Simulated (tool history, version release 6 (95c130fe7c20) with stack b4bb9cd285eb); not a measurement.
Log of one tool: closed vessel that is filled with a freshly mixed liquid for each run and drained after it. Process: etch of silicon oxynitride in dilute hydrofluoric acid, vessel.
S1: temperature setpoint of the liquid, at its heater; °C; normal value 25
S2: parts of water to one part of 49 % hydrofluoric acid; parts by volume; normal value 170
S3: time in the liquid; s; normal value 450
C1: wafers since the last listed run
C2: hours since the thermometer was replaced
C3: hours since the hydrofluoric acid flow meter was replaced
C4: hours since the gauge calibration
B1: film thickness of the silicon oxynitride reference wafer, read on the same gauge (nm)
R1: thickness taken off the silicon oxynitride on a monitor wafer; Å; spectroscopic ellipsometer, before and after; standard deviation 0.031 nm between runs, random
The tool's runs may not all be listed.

run 1 hour=0 | S1=25 S2=170 S3=450 | C1=0 C2=1063.7 C3=840.1 C4=330.8 | B1=80.03 | R1=44.62
run 2 hour=12.9 | S1=25 S2=170 S3=450 | C1=1192 C2=1076.6 C3=853 C4=343.7 | B1=80 | R1=45.36
run 3 hour=25.7 | S1=25 S2=170 S3=450 | C1=1183 C2=1089.4 C3=865.8 C4=356.5 | B1=80.014 | R1=44.52
run 4 hour=34.1 | S1=27.5 S2=205 S3=450 | C1=776 C2=1097.8 C3=874.2 C4=364.9 | B1=80.01 | R1=40.19
-- hour=43.7 gauge calibrated
run 5 hour=45.4 | S1=25 S2=170 S3=450 | C1=1044 C2=1109.1 C3=885.5 C4=1.7 | B1=80.019 | R1=45.37
run 6 hour=59.2 | S1=25 S2=170 S3=450 | C1=1275 C2=1122.9 C3=899.3 C4=15.5 | B1=79.975 | R1=45.36
-- hour=65.9 hydrofluoric acid flow meter replaced
run 7 hour=66.4 | S1=25 S2=170 S3=615 | C1=573 C2=1130.1 C3=0.5 C4=22.7 | B1=79.986 | R1=54.36
run 8 hour=72.2 | S1=25 S2=170 S3=615 | C1=536 C2=1135.9 C3=6.3 C4=28.5 | B1=79.988 | R1=54.55
run 9 hour=82.5 | S1=25 S2=170 S3=450 | C1=952 C2=1146.2 C3=16.6 C4=38.8 | B1=80.005 | R1=39.95
run 10 hour=89.8 | S1=26 S2=150 S3=450 | C1=674 C2=1153.5 C3=23.9 C4=46.1 | B1=79.989 | R1=47.8
run 11 hour=101 | S1=25 S2=170 S3=450 | C1=1035 C2=1164.7 C3=35.1 C4=57.3 | B1=79.963 | R1=40.13
run 12 hour=115.8 | S1=25 S2=170 S3=450 | C1=1368 C2=1179.5 C3=49.9 C4=72.1 | B1=80.012 | R1=39.58
run 13 hour=132.2 | S1=25 S2=95 S3=450 | C1=1516 C2=1195.9 C3=66.3 C4=88.5 | B1=79.989 | R1=76.53
run 14 hour=142.3 | S1=25 S2=170 S3=330 | C1=933 C2=1206 C3=76.4 C4=98.6 | B1=80.03 | R1=29.37
run 15 hour=158.1 | S1=27.5 S2=105 S3=275 | C1=1460 C2=1221.8 C3=92.2 C4=114.4 | B1=80.018 | R1=46.32
run 16 hour=171.4 | S1=25 S2=225 S3=190 | C1=1229 C2=1235.1 C3=105.5 C4=127.7 | B1=79.969 | R1=12.24
run 17 hour=186.4 | S1=21.5 S2=210 S3=545 | C1=1386 C2=1250.1 C3=120.5 C4=142.7 | B1=80.009 | R1=33.33
run 18 hour=204.1 | S1=25 S2=170 S3=450 | C1=1636 C2=1267.8 C3=138.2 C4=160.4 | B1=80.024 | R1=41.01
run 19 hour=212.7 | S1=28.5 S2=125 S3=270 | C1=795 C2=1276.4 C3=146.8 C4=169 | B1=79.993 | R1=39.9
run 20 hour=229.2 | S1=25 S2=170 S3=450 | C1=1525 C2=1292.9 C3=163.3 C4=185.5 | B1=80 | R1=40.28
run 21 hour=246.8 | S1=20.5 S2=215 S3=230 | C1=1627 C2=1310.5 C3=180.9 C4=203.1 | B1=80.014 | R1=12.96
-- hour=258.5 thermometer replaced
run 22 hour=263.2 | S1=23.5 S2=95 S3=450 | C1=1423 C2=4.7 C3=197.3 C4=219.5 | B1=80.006 | R1=72.01
run 23 hour=270 | S1=29 S2=170 S3=585 | C1=628 C2=11.5 C3=204.1 C4=226.3 | B1=79.981 | R1=63.07
run 24 hour=277.1 | S1=25 S2=240 S3=305 | C1=656 C2=18.6 C3=211.2 C4=233.4 | B1=79.987 | R1=18.45
run 25 hour=290.8 | S1=25 S2=170 S3=310 | C1=1266 C2=32.3 C3=224.9 C4=247.1 | B1=79.995 | R1=27.92
run 26 hour=297.7 | S1=30 S2=225 S3=450 | C1=637 C2=39.2 C3=231.8 C4=254 | B1=80.019 | R1=36.06
run 27 hour=307.3 | S1=28 S2=195 S3=300 | C1=887 C2=48.8 C3=241.4 C4=263.6 | B1=80.012 | R1=26.74
run 28 hour=316.2 | S1=26.5 S2=95 S3=300 | C1=822 C2=57.7 C3=250.3 C4=272.5 | B1=80.009 | R1=55.78
run 29 hour=333.5 | S1=25 S2=170 S3=450 | C1=1599 C2=75 C3=267.6 C4=289.8 | B1=79.999 | R1=41.16
run 30 hour=340.3 | S1=29.5 S2=170 S3=450 | C1=628 C2=81.8 C3=274.4 C4=296.6 | B1=79.999 | R1=49.96
run 31 hour=356.2 | S1=25 S2=195 S3=590 | C1=1469 C2=97.7 C3=290.3 C4=312.5 | B1=79.997 | R1=46.31
run 32 hour=364.1 | S1=21 S2=190 S3=450 | C1=730 C2=105.6 C3=298.2 C4=320.4 | B1=80.022 | R1=30.3

Below, some changes in R1 between adjacent runs. For each, the amount present without the hidden state too (settings, incoming material, random variation) and the amount remaining for the hidden state with gauge scatter not shared by both compared results:
Unlogged tool condition in this case: liquid hotter than its thermometer reads (K); hydrofluoric acid flow above the setpoint (%); gauge reads high (%).
Run 6 -> 7: S3 450 -> 615, hydrofluoric acid flow meter replaced. R1 +9 Å: hidden state -5.3, all else +14.3.
Run 13 -> 14: S2 95 -> 170, S3 450 -> 330. R1 -47.16 Å: hidden state -0.4, all else -46.76.
Run 21 -> 22: S1 20.5 -> 23.5, S2 215 -> 95, S3 230 -> 450, thermometer replaced. R1 +59.05 Å: hidden state +1.49, all else +57.56.
Run 23 -> 24: S1 29 -> 25, S2 170 -> 240, S3 585 -> 305. R1 -44.62 Å: hidden state -1.21, all else -43.41.

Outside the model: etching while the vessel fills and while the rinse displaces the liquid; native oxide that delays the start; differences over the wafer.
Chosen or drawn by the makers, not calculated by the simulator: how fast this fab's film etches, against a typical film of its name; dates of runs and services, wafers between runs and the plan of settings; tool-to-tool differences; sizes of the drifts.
